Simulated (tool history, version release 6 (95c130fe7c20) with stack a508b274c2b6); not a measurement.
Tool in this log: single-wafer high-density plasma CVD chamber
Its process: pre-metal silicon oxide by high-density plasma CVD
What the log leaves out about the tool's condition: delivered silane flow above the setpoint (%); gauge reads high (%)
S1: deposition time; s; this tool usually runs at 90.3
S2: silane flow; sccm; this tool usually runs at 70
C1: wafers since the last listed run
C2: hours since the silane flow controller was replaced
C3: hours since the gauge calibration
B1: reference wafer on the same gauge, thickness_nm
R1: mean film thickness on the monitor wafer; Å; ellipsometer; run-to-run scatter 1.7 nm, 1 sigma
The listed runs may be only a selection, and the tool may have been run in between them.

Run 1, hour 0: usual settings but S2 60 sccm; C1 0; C2 3005.6; C3 1327.4; B1 521.677. Result: R1 5442.9 Å.
Run 2, hour 117.2: usual settings but S2 60 sccm; C1 1188; C2 3122.8; C3 1444.6; B1 522.116. Result: R1 5443.27 Å.
Run 3, hour 379.1: usual settings but S2 60 sccm; C1 2656; C2 3384.7; C3 1706.5; B1 521.902. Result: R1 5419.91 Å.
Run 4, hour 434.5: usual settings but S1 96 s, S2 66 sccm; C1 561; C2 3440.1; C3 1761.9; B1 522.053. Result: R1 6198.34 Å.
Run 5, hour 666.8: usual settings but S1 96 s, S2 66 sccm; C1 2356; C2 3672.4; C3 1994.2; B1 522.072. Result: R1 6218.25 Å.
Run 6, hour 769.9: usual settings but S1 96 s, S2 66 sccm; C1 1045; C2 3775.5; C3 2097.3; B1 521.924. Result: R1 6258.27 Å.
Run 7, hour 849.4: usual settings; C1 806; C2 3855; C3 2176.8; B1 521.967. Result: R1 6115.61 Å.
Run 8, hour 886.2: usual settings; C1 373; C2 3891.8; C3 2213.6; B1 522.193. Result: R1 6168.56 Å.
Run 9, hour 925.6: usual settings; C1 399; C2 3931.2; C3 2253; B1 522.048. Result: R1 6123.5 Å.
Run 10, hour 1014.5: usual settings; C1 901; C2 4020.1; C3 2341.9; B1 522.123. Result: R1 6127.18 Å.
Run 11, hour 1067.9: usual settings but S1 102.9 s; C1 541; C2 4073.5; C3 2395.3; B1 522.03. Result: R1 7002.77 Å.
At hour 1093.6: gauge calibrated.
Run 12, hour 1134.9: usual settings; C1 679; C2 4140.5; C3 41.3; B1 522.012. Result: R1 6135.15 Å.
Run 13, hour 1186.9: usual settings but S1 79.8 s, S2 62 sccm; C1 527; C2 4192.5; C3 93.3; B1 522.083. Result: R1 4907.77 Å.
Run 14, hour 1260.6: usual settings but S1 78.7 s, S2 57 sccm; C1 747; C2 4266.2; C3 167; B1 521.944. Result: R1 4559.6 Å.
Run 15, hour 1344.3: usual settings; C1 849; C2 4349.9; C3 250.7; B1 522.332. Result: R1 6175.26 Å.
Run 16, hour 1601.4: usual settings but S1 73 s, S2 57 sccm; C1 2607; C2 4607; C3 507.8; B1 521.808. Result: R1 4209.94 Å.
Run 17, hour 1692.4: usual settings; C1 923; C2 4698; C3 598.8; B1 522.142. Result: R1 6115.17 Å.
Run 18, hour 1966.4: usual settings but S1 103.8 s, S2 79 sccm; C1 2779; C2 4972; C3 872.8; B1 522.286. Result: R1 7809.72 Å.
At hour 1981.7: silane flow controller replaced.
Run 19, hour 2021.4: usual settings; C1 476; C2 39.7; C3 927.8; B1 522.167. Result: R1 6149.89 Å.
Run 20, hour 2158.8: usual settings but S1 105 s, S2 62 sccm; C1 1393; C2 177.1; C3 1065.2; B1 522.111. Result: R1 6482.29 Å.
Run 21, hour 2219.2: usual settings but S1 105.1 s, S2 56 sccm; C1 612; C2 237.5; C3 1125.6; B1 522.286. Result: R1 6009.26 Å.
Run 22, hour 2302.2: usual settings; C1 841; C2 320.5; C3 1208.6; B1 521.982. Result: R1 6127.13 Å.
Run 23, hour 2405.5: usual settings but S1 96.1 s, S2 63 sccm; C1 1047; C2 423.8; C3 1311.9; B1 522.03. Result: R1 6003.54 Å.
Run 24, hour 2464.5: usual settings but S1 104.3 s, S2 57 sccm; C1 598; C2 482.8; C3 1370.9; B1 522.144. Result: R1 6024.08 Å.
Run 25, hour 2536.3: usual settings but S1 101.8 s, S2 56 sccm; C1 728; C2 554.6; C3 1442.7; B1 521.887. Result: R1 5818.89 Å.
Run 26, hour 2609.4: usual settings; C1 741; C2 627.7; C3 1515.8; B1 522.172. Result: R1 6159.19 Å.

The tool's hidden state at each run:
delivered silane flow above the setpoint (%): 0 across all the runs
gauge reads high (%): 0 across all the runs

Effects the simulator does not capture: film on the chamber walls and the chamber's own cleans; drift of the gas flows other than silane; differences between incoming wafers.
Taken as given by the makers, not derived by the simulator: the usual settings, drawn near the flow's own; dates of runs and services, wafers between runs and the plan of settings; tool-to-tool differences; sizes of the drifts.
